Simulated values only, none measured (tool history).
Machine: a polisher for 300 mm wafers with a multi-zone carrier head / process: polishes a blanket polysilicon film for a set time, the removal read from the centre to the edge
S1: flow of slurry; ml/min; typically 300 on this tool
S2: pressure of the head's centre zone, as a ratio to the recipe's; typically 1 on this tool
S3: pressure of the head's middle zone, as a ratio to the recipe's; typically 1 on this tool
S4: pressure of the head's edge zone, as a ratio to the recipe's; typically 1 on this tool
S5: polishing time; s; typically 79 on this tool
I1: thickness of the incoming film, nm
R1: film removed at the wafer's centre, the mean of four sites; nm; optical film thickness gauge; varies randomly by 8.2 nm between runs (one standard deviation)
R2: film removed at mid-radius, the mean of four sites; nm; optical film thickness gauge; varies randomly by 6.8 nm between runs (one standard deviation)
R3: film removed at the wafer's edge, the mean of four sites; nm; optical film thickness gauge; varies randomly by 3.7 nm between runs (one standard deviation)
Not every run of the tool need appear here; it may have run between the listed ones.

run 1 hour=0 | S1=300 S2=1 S3=1 S4=1 S5=79 | I1=1686 | R1=489.8 R2=493.6 R3=513.9
run 2 hour=17.6 | S1=350 S2=1 S3=1 S4=1.05 S5=79 | I1=1707.5 | R1=494.6 R2=505.8 R3=522.9
-- hour=28.8 slurry nozzle cleaned
-- hour=43.1 worn pad replaced by a new one
run 3 hour=43.7 | S1=350 S2=1 S3=1 S4=1.05 S5=79 | I1=1687.9 | R1=622.6 R2=611.7 R3=620.5
run 4 hour=73.1 | S1=300 S2=1 S3=1 S4=1.1 S5=71 | I1=1681.8 | R1=534.9 R2=532.6 R3=555.4
run 5 hour=102.6 | S1=350 S2=1 S3=1 S4=1.05 S5=79 | I1=1700 | R1=591.1 R2=595.4 R3=606.7
run 6 hour=131.5 | S1=360 S2=1 S3=1 S4=1 S5=79 | I1=1702.7 | R1=580.9 R2=590.7 R3=584.9
run 7 hour=162.1 | S1=300 S2=1 S3=1 S4=1 S5=79 | I1=1703.3 | R1=553.1 R2=564.3 R3=563.9
run 8 hour=180.5 | S1=380 S2=1 S3=1 S4=1 S5=79 | I1=1686 | R1=564.5 R2=551.6 R3=566
run 9 hour=196.2 | S1=300 S2=1 S3=0.95 S4=1.09 S5=79 | I1=1687.6 | R1=546.4 R2=528.9 R3=563.2
run 10 hour=228.4 | S1=300 S2=1.11 S3=1.11 S4=1.09 S5=79 | I1=1691.1 | R1=559.9 R2=579 R3=554.6
-- hour=234.1 edge zone pressure recalibrated
run 11 hour=247.3 | S1=205 S2=1.08 S3=1 S4=1 S5=79 | I1=1705.3 | R1=541.6 R2=492.6 R3=511.4
-- hour=252.6 worn pad replaced by a new one
run 12 hour=276.6 | S1=300 S2=1 S3=1 S4=1 S5=79 | I1=1702.3 | R1=591 R2=581.8 R3=596
-- hour=291.2 centre zone pressure recalibrated
run 13 hour=357 | S1=300 S2=1 S3=1 S4=1 S5=79 | I1=1723.5 | R1=575.7 R2=560.3 R3=569
-- hour=371.5 carrier head's membrane replaced by a new one
run 14 hour=376.9 | S1=300 S2=1 S3=1 S4=1 S5=79 | I1=1720.4 | R1=545.9 R2=551.7 R3=559.2
run 15 hour=405.9 | S1=300 S2=0.94 S3=0.91 S4=1 S5=79 | I1=1707.5 | R1=520.1 R2=506.7 R3=554.1
run 16 hour=429.4 | S1=300 S2=0.92 S3=1 S4=1 S5=90 | I1=1736.1 | R1=580.4 R2=609.2 R3=607.7
-- hour=450.8 worn pad replaced by a new one
run 17 hour=456.4 | S1=300 S2=1 S3=1 S4=1 S5=79 | I1=1709.9 | R1=589.7 R2=595.6 R3=598.2
run 18 hour=479.8 | S1=300 S2=1 S3=1 S4=1 S5=79 | I1=1690.7 | R1=584.2 R2=588.9 R3=587.5
run 19 hour=491.9 | S1=300 S2=1.05 S3=1 S4=1.04 S5=98 | I1=1677.6 | R1=750.8 R2=716.3 R3=735.8
run 20 hour=523.1 | S1=300 S2=1 S3=1 S4=1.12 S5=95 | I1=1709.2 | R1=673.9 R2=683.5 R3=725.3
run 21 hour=541.1 | S1=300 S2=1.07 S3=1 S4=0.9 S5=79 | I1=1702.4 | R1=590.6 R2=563.8 R3=542.7
run 22 hour=557.3 | S1=300 S2=1 S3=1 S4=1 S5=71 | I1=1694.7 | R1=492.6 R2=487.1 R3=500.8
run 23 hour=595.3 | S1=300 S2=1.12 S3=1 S4=1.05 S5=79 | I1=1695.8 | R1=587.9 R2=529.3 R3=548

Here are 3 independent what-if runs from the current tool condition. What would each one return?
run A hour=595.7 | S1=300 S2=1 S3=1 S4=1 S5=79 | I1=1686.5 | R1=? R2=? R3=?
run B hour=595.7 | S1=240 S2=1.07 S3=1 S4=1 S5=64 | I1=1686.5 | R1=? R2=? R3=?
run C hour=595.7 | S1=300 S2=1 S3=1.1 S4=1 S5=79 | I1=1686.5 | R1=? R2=? R3=?

run=A R1=522.7 R2=544.2 R3=546.7
run=B R1=428.1 R2=424.3 R3=430.6
run=C R1=523.1 R2=590.2 R3=545.9
With the hidden condition removed and each run's random variation left untouched, the same runs would have given:
run=A R1=601.2 R2=623.2 R3=619.9
run=B R1=498.5 R2=491.1 R3=491.9
run=C R1=601.7 R2=675.8 R3=619

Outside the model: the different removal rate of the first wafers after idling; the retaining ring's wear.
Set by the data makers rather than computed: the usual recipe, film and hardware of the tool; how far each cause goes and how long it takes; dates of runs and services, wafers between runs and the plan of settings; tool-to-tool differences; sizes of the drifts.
